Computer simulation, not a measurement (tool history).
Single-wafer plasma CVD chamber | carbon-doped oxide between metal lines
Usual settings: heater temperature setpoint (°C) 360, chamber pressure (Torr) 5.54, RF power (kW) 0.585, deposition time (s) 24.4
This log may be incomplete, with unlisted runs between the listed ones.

| run | hour | heater temperature setpoint (°C) | chamber pressure (Torr) | RF power (kW) | deposition time (s) | read-back reference wafer on the same gauge, thickness_nm | mean film thickness on the monitor wafer (nm) |
|---|---|---|---|---|---|---|---|
| 1 | 0.0 | 356 | 5.54 | 0.585 | 24.4 | 153.982 | 137.630 |
| 2 | 15.6 | 356 | 5.54 | 0.585 | 24.4 | 154.091 | 137.714 |
| 3 | 44.5 | 356 | 5.54 | 0.585 | 24.4 | 153.985 | 137.762 |
| 4 | 64.9 | 360 | 5.54 | 0.585 | 24.4 | 153.995 | 136.078 |
| 5 | 96.7 | 360 | 5.54 | 0.585 | 24.4 | 154.023 | 135.036 |
| 6 | 129.6 | 360 | 5.54 | 0.585 | 24.4 | 153.940 | 135.679 |
| 7 | 156.6 | 360 | 5.54 | 0.620 | 24.4 | 153.990 | 137.598 |
| 8 | 187.1 | 360 | 5.54 | 0.620 | 24.4 | 154.004 | 137.938 |
| 9 | 202.6 | 360 | 5.54 | 0.585 | 24.4 | 153.938 | 134.840 |
| 10 | 217.2 | 360 | 5.54 | 0.585 | 24.4 | 154.007 | 134.494 |
|  | 232.9 | RF generator calibrated |
| 11 | 235.6 | 360 | 6.90 | 0.585 | 24.4 | 154.070 | 141.246 |
|  | 251.1 | capacitance manometer re-zeroed and calibrated |
|  | 257.7 | gauge calibrated |
| 12 | 260.4 | 360 | 5.54 | 0.490 | 19.8 | 154.002 | 106.066 |
|  | 278.2 | showerhead replaced |
| 13 | 285.6 | 360 | 6.59 | 0.635 | 24.4 | 153.919 | 145.420 |
| 14 | 320.4 | 360 | 5.54 | 0.585 | 24.4 | 153.989 | 138.473 |
|  | 332.4 | thermocouple changed; heater temperature recalibrated |
| 15 | 335.8 | 360 | 5.54 | 0.680 | 28.9 | 154.036 | 172.220 |
| 16 | 352.6 | 365 | 5.54 | 0.500 | 24.4 | 153.949 | 128.858 |
| 17 | 372.4 | 360 | 5.54 | 0.680 | 24.4 | 154.079 | 145.827 |
| 18 | 407.0 | 369 | 6.22 | 0.525 | 27.5 | 154.005 | 146.954 |
| 19 | 426.2 | 352 | 4.28 | 0.585 | 24.4 | 153.959 | 136.608 |
| 20 | 456.1 | 360 | 5.54 | 0.585 | 24.4 | 153.949 | 138.201 |

4 ways to go on from here, each from the tool as it stands after run 20. What would each give?
| A | 456.5 | 355 | 5.54 | 0.585 | 24.4 | ? | ? |
| B | 456.5 | 349 | 5.54 | 0.540 | 28.5 | ? | ? |
| C | 456.5 | 360 | 5.54 | 0.685 | 24.4 | ? | ? |
| D | 456.5 | 366 | 5.54 | 0.585 | 24.4 | ? | ? |

| run | read-back reference wafer on the same gauge, thickness_nm | mean film thickness on the monitor wafer (nm) |
|---|---|---|
| A | 153.956 | 139.832 |
| B | 153.956 | 161.337 |
| C | 153.956 | 146.225 |
| D | 153.956 | 135.432 |
With no hidden state in the tool, these same runs would have given:
| run | mean film thickness on the monitor wafer (nm) |
|---|---|
| A | 140.318 |
| B | 161.898 |
| C | 146.733 |
| D | 135.904 |
